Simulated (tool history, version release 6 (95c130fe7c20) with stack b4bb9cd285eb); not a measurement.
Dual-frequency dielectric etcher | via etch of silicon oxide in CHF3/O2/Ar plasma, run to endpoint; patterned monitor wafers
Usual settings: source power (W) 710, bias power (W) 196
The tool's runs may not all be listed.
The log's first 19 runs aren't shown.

run    hour  source power (W)  bias power (W)  incoming incoming film thickness, nm  endpoint time (s)
     1614.2  -- wet clean of the chamber
 20  1614.7               710             196                                 662.8              327.1
 21  1691.5               710             196                                 658.8                321
 22  1741.1               710             196                                   663              332.2
 23  1812.2               590             160                                 656.9              387.8
 24  1885.2               570             176                                   660              381.2
     1960.5  -- bias power generator calibrated
 25  1988.4               610             176                                 656.7              373.9
 26  2084.8               590             229                                 657.5              343.7
     2125.8  -- source power generator calibrated
 27  2176.8               710             196                                   659              342.1
       2204  -- wet clean of the chamber
 28  2284.7               780             212                                 662.3              293.7
 29  2357.5               560             196                                 666.6              367.9
 30  2436.3               710             171                                 657.4              339.5
 31  2482.1               710             167                                 666.7              348.9
 32  2520.4               630             164                                 662.7              375.3
 33    2689               610             239                                 662.6              332.6
 34  2791.7               610             163                                 656.6              392.2

Forecast each of these 3 alternatives for the next run:
  A  2792.2               710             196                                 657.3                  ?
  B  2792.2               610             177                                 657.3                  ?
  C  2792.2               600             196                                 657.3                  ?

run  endpoint time (s)
  A              344.5
  B              386.5
  C              374.4
Without the tool's hidden state the same runs would have given:
run  endpoint time (s)
  A              323.8
  B              363.3
  C                352

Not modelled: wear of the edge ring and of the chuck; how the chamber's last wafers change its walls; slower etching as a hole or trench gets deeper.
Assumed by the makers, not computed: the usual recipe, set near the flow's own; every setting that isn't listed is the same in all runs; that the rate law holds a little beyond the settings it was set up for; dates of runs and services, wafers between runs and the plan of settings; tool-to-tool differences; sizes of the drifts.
